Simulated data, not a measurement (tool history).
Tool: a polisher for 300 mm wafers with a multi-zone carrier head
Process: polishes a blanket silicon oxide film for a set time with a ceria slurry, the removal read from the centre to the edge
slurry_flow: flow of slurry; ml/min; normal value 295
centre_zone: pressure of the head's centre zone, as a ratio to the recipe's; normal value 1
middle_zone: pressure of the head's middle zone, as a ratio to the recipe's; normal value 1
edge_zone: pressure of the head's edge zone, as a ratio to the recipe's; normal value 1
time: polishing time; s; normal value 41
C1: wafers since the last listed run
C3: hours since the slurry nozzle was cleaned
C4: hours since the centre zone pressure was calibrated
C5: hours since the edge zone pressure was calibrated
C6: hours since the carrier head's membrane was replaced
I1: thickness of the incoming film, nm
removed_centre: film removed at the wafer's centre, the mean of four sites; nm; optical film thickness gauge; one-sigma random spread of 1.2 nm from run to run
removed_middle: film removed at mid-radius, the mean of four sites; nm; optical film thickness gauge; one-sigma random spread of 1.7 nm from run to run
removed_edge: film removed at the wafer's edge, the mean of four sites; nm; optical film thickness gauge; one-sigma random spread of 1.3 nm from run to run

run 1 day=0 | slurry_flow=295 centre_zone=1 middle_zone=1 edge_zone=1 time=41 | C1=0 wafers_polished_on_this_pad=981 C3=347.9 C4=1042.3 C5=774.6 C6=1470.9 | I1=912.5 | removed_centre=170.8 removed_middle=153.3 removed_edge=150.6
-- day=0.992 worn pad replaced by a new one
run 2 day=1.05 | slurry_flow=295 centre_zone=1 middle_zone=1 edge_zone=1 time=41 | C1=143 wafers_polished_on_this_pad=9 C3=373.1 C4=1067.5 C5=799.8 C6=1496.1 | I1=906.2 | removed_centre=168.6 removed_middle=153.2 removed_edge=150.4
run 3 day=1.588 | slurry_flow=295 centre_zone=1 middle_zone=1 edge_zone=1 time=41 | C1=87 wafers_polished_on_this_pad=96 C3=386 C4=1080.4 C5=812.7 C6=1509 | I1=904.5 | removed_centre=170 removed_middle=154.8 removed_edge=148.8
run 4 day=2.146 | slurry_flow=295 centre_zone=1 middle_zone=1 edge_zone=1 time=41 | C1=90 wafers_polished_on_this_pad=187 C3=399.4 C4=1093.8 C5=826.1 C6=1522.4 | I1=914.6 | removed_centre=170 removed_middle=156.4 removed_edge=149.1
run 5 day=3.196 | slurry_flow=295 centre_zone=1 middle_zone=1 edge_zone=1 time=41 | C1=170 wafers_polished_on_this_pad=357 C3=424.6 C4=1119 C5=851.3 C6=1547.6 | I1=907.1 | removed_centre=170.8 removed_middle=154.1 removed_edge=151
-- day=6.646 worn pad replaced by a new one
run 6 day=6.967 | slurry_flow=295 centre_zone=1 middle_zone=1 edge_zone=1 time=41 | C1=583 wafers_polished_on_this_pad=52 C3=515.1 C4=1209.5 C5=941.8 C6=1638.1 | I1=905.5 | removed_centre=170.5 removed_middle=154.3 removed_edge=150.2
run 7 day=7.879 | slurry_flow=295 centre_zone=1 middle_zone=1 edge_zone=1 time=41 | C1=147 wafers_polished_on_this_pad=200 C3=537 C4=1231.4 C5=963.7 C6=1660 | I1=899.7 | removed_centre=171.1 removed_middle=151.6 removed_edge=150.6
run 8 day=8.938 | slurry_flow=295 centre_zone=1 middle_zone=1 edge_zone=1 time=41 | C1=171 wafers_polished_on_this_pad=371 C3=562.4 C4=1256.8 C5=989.1 C6=1685.4 | I1=900.4 | removed_centre=171.8 removed_middle=156.4 removed_edge=148.9
-- day=10.071 slurry nozzle cleaned
run 9 day=10.342 | slurry_flow=295 centre_zone=1 middle_zone=1 edge_zone=1 time=41 | C1=220 wafers_polished_on_this_pad=592 C3=6.5 C4=1290.5 C5=1022.8 C6=1719.1 | I1=916.7 | removed_centre=171.6 removed_middle=155.7 removed_edge=151.4
-- day=10.858 centre zone pressure recalibrated
run 10 day=11.679 | slurry_flow=295 centre_zone=1 middle_zone=1 edge_zone=1 time=49 | C1=203 wafers_polished_on_this_pad=795 C3=38.6 C4=19.7 C5=1054.9 C6=1751.2 | I1=893 | removed_centre=182.4 removed_middle=184.5 removed_edge=182.5
run 11 day=12.383 | slurry_flow=295 centre_zone=1.06 middle_zone=1 edge_zone=1 time=41 | C1=114 wafers_polished_on_this_pad=909 C3=55.5 C4=36.6 C5=1071.8 C6=1768.1 | I1=903.9 | removed_centre=162.2 removed_middle=155.1 removed_edge=151.7
-- day=12.808 worn pad replaced by a new one
run 12 day=13.625 | slurry_flow=260 centre_zone=1 middle_zone=1 edge_zone=1 time=32 | C1=174 wafers_polished_on_this_pad=132 C3=85.3 C4=66.4 C5=1101.6 C6=1797.9 | I1=919.4 | removed_centre=116.9 removed_middle=117.5 removed_edge=115.6

Forecast run 13:
-- day=14.933 carrier head's membrane replaced by a new one
run 13 day=14.954 | slurry_flow=295 centre_zone=1 middle_zone=1 edge_zone=1 time=50 | C1=181 wafers_polished_on_this_pad=313 C3=117.2 C4=98.3 C5=1133.5 C6=0.5 | I1=909.4 | removed_centre=? removed_middle=? removed_edge=?

{"run 13": {"removed_centre": 185.6, "removed_middle": 186.7, "removed_edge": 181.3}}
Without the tool's hidden state the same run would have given removed_centre 184.7 nm, removed_middle 186.7 nm, removed_edge 181.3 nm.
